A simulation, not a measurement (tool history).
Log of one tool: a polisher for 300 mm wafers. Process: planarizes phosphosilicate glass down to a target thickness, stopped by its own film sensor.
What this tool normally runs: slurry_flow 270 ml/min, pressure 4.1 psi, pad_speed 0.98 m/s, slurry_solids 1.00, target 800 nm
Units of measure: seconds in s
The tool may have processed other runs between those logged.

run	hour	slurry_flow	pressure	pad_speed	slurry_solids	target	incoming thickness of the incoming film, nm	seconds
1	0.0	270	4.1	0.98	1.00	800	1470.3	83.3
2	76.2	270	4.1	0.98	1.00	800	1467.8	85.4
3	137.2	220	4.1	0.98	1.00	800	1491.0	86.4
4	177.3	270	4.1	0.98	1.00	800	1505.9	88.5
5	283.7	270	4.1	0.98	1.00	800	1469.2	83.6
# hour 301.8: worn pad replaced by a new one
6	373.3	270	4.1	0.98	1.00	800	1493.2	84.8
# hour 448.4: conditioning disc replaced and pad reconditioned
7	465.3	330	4.1	0.98	1.00	800	1486.6	84.6
8	504.6	270	4.1	0.98	1.00	973	1457.3	60.4
# hour 518.4: slurry nozzle cleaned
# hour 533.1: slurry blender recalibrated
9	546.9	270	4.1	1.16	1.00	800	1482.6	77.3
10	624.8	270	4.1	0.98	1.00	800	1490.5	87.9
11	675.5	245	4.1	0.70	1.00	591	1463.3	136.0
12	713.1	180	4.1	1.30	1.00	569	1457.9	98.6
13	779.9	270	4.7	0.64	1.00	800	1490.1	99.5
# hour 806.9: head pressure recalibrated
14	821.3	270	4.1	0.98	1.00	800	1504.7	87.6
15	865.0	270	3.7	1.20	1.00	800	1501.8	88.8
# hour 873.0: worn pad replaced by a new one
# hour 1093.1: conditioning disc replaced and pad reconditioned
# hour 1136.4: slurry nozzle cleaned
16	1136.9	320	5.1	0.98	1.00	658	1466.9	80.3
# hour 1186.5: slurry blender recalibrated
17	1242.9	210	4.1	0.98	1.20	1022	1500.9	58.3
18	1286.5	205	3.7	1.22	1.00	646	1485.2	104.1
19	1324.5	330	5.2	0.98	1.00	800	1471.1	66.0
20	1400.5	270	3.0	1.22	1.20	737	1476.9	103.6
# hour 1457.7: worn pad replaced by a new one
21	1466.2	270	3.0	0.98	1.00	800	1482.2	108.6
22	1516.7	185	4.1	0.88	1.00	800	1484.3	90.3
23	1606.1	270	4.1	0.98	1.00	800	1482.2	82.1
# hour 1627.2: conditioning disc replaced and pad reconditioned
24	1676.5	270	3.4	0.98	1.00	800	1484.0	100.6
25	1725.0	270	4.1	0.98	1.00	800	1496.8	83.4
# hour 1765.6: slurry nozzle cleaned
26	1772.7	270	3.1	0.98	1.00	800	1481.4	109.0

Here are 3 independent what-if runs from the current tool condition. What would each one return?
A	1773.1	270	4.1	0.86	1.00	800	1455.9	?
B	1773.1	270	4.1	0.98	1.25	892	1455.9	?
C	1773.1	320	4.1	1.12	1.20	584	1455.9	?

run	seconds
A	89.6
B	65.8
C	94.2
With no hidden state in the tool, these same runs would have given:
run	seconds
A	83.9
B	61.6
C	88.1
